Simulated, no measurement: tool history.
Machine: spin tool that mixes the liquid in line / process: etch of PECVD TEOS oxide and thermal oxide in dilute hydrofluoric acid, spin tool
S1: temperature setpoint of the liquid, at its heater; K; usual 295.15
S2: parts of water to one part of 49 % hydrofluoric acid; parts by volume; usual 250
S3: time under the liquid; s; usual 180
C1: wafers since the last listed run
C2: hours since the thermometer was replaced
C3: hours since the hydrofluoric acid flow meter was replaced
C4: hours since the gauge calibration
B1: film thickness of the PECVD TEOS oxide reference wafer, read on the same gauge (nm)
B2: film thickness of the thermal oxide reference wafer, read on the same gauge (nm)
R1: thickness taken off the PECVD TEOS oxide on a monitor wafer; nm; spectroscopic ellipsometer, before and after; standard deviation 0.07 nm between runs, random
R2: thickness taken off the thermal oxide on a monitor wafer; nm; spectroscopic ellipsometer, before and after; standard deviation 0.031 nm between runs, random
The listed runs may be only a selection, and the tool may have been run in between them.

run 1 hour=0.0 | S1=295.15 S2=250 S3=180 | C1=0 C2=2162.4 C3=646.1 C4=503.3 | B1=110.00 B2=90.005 | R1=14.40 R2=2.716
run 2 hour=86.2 | S1=295.15 S2=250 S3=180 | C1=711 C2=2248.6 C3=732.3 C4=589.5 | B1=110.00 B2=90.013 | R1=14.43 R2=2.769
run 3 hour=141.2 | S1=297.65 S2=250 S3=180 | C1=454 C2=2303.6 C3=787.3 C4=644.5 | B1=110.00 B2=90.013 | R1=15.67 R2=3.026
run 4 hour=206.0 | S1=297.65 S2=250 S3=180 | C1=535 C2=2368.4 C3=852.1 C4=709.3 | B1=109.97 B2=89.982 | R1=15.74 R2=3.048
run 5 hour=275.4 | S1=295.15 S2=250 S3=105 | C1=573 C2=2437.8 C3=921.5 C4=778.7 | B1=110.01 B2=89.968 | R1=8.40 R2=1.608
run 6 hour=362.2 | S1=295.15 S2=250 S3=105 | C1=716 C2=2524.6 C3=1008.3 C4=865.5 | B1=109.98 B2=89.985 | R1=8.40 R2=1.645
-- hour=416.1 thermometer replaced
run 7 hour=438.3 | S1=295.15 S2=195 S3=260 | C1=620 C2=22.2 C3=1084.4 C4=941.6 | B1=110.00 B2=90.032 | R1=28.47 R2=5.548
run 8 hour=534.2 | S1=295.15 S2=250 S3=180 | C1=791 C2=118.1 C3=1180.3 C4=1037.5 | B1=110.01 B2=89.992 | R1=14.45 R2=2.734
run 9 hour=622.2 | S1=295.15 S2=250 S3=180 | C1=726 C2=206.1 C3=1268.3 C4=1125.5 | B1=110.00 B2=90.030 | R1=14.68 R2=2.770
run 10 hour=711.4 | S1=300.15 S2=250 S3=180 | C1=736 C2=295.3 C3=1357.5 C4=1214.7 | B1=109.98 B2=90.007 | R1=17.50 R2=3.420
-- hour=788.3 gauge calibrated
run 11 hour=809.8 | S1=297.15 S2=250 S3=180 | C1=812 C2=393.7 C3=1455.9 C4=21.5 | B1=110.00 B2=90.012 | R1=15.87 R2=3.043
run 12 hour=888.7 | S1=295.15 S2=250 S3=180 | C1=651 C2=472.6 C3=1534.8 C4=100.4 | B1=110.00 B2=90.023 | R1=14.79 R2=2.845
run 13 hour=993.6 | S1=296.65 S2=345 S3=110 | C1=866 C2=577.5 C3=1639.7 C4=205.3 | B1=109.98 B2=89.999 | R1=6.32 R2=1.209
run 14 hour=1038.8 | S1=295.15 S2=130 S3=95 | C1=373 C2=622.7 C3=1684.9 C4=250.5 | B1=110.01 B2=90.009 | R1=16.91 R2=3.237
run 15 hour=1132.1 | S1=295.15 S2=365 S3=180 | C1=770 C2=716.0 C3=1778.2 C4=343.8 | B1=110.03 B2=90.007 | R1=9.24 R2=1.780
run 16 hour=1194.2 | S1=291.15 S2=155 S3=285 | C1=512 C2=778.1 C3=1840.3 C4=405.9 | B1=109.99 B2=89.996 | R1=35.41 R2=6.822
-- hour=1251.1 hydrofluoric acid flow meter replaced
run 17 hour=1258.1 | S1=295.15 S2=250 S3=180 | C1=519 C2=842.0 C3=7.0 C4=469.8 | B1=109.99 B2=90.021 | R1=14.05 R2=2.725
run 18 hour=1361.9 | S1=298.65 S2=285 S3=180 | C1=857 C2=945.8 C3=110.8 C4=573.6 | B1=110.01 B2=89.992 | R1=13.61 R2=2.631
run 19 hour=1399.2 | S1=295.15 S2=155 S3=230 | C1=308 C2=983.1 C3=148.1 C4=610.9 | B1=110.01 B2=90.000 | R1=32.25 R2=6.215
run 20 hour=1498.1 | S1=295.15 S2=250 S3=180 | C1=816 C2=1082.0 C3=247.0 C4=709.8 | B1=110.00 B2=90.005 | R1=14.15 R2=2.724
run 21 hour=1599.3 | S1=290.65 S2=310 S3=145 | C1=835 C2=1183.2 C3=348.2 C4=811.0 | B1=109.98 B2=89.996 | R1=7.43 R2=1.422
run 22 hour=1654.6 | S1=295.15 S2=250 S3=180 | C1=456 C2=1238.5 C3=403.5 C4=866.3 | B1=109.97 B2=90.010 | R1=14.22 R2=2.735
run 23 hour=1731.0 | S1=290.15 S2=205 S3=180 | C1=630 C2=1314.9 C3=479.9 C4=942.7 | B1=109.97 B2=89.994 | R1=15.00 R2=2.879
run 24 hour=1773.7 | S1=295.15 S2=315 S3=290 | C1=352 C2=1357.6 C3=522.6 C4=985.4 | B1=109.98 B2=90.016 | R1=17.25 R2=3.341
run 25 hour=1831.8 | S1=291.15 S2=295 S3=90 | C1=479 C2=1415.7 C3=580.7 C4=1043.5 | B1=110.04 B2=89.994 | R1=5.04 R2=0.970

Hidden state, per run?
liquid colder than its thermometer reads (K): 0 at every run
gauge reads high (%): 0 at every run
H1: hydrofluoric acid flow above the setpoint (%)
run=1 H1=1.79
run=2 H1=2.02
run=3 H1=2.17
run=4 H1=2.34
run=5 H1=2.52
run=6 H1=2.75
run=7 H1=2.96
run=8 H1=3.21
run=9 H1=3.44
run=10 H1=3.68
run=11 H1=3.94
run=12 H1=4.15
run=13 H1=4.43
run=14 H1=4.55
run=15 H1=4.8
run=16 H1=4.97
run=17 H1=0.66
run=18 H1=0.936
run=19 H1=1.04
run=20 H1=1.3
run=21 H1=1.57
run=22 H1=1.71
run=23 H1=1.92
run=24 H1=2.03
run=25 H1=2.19
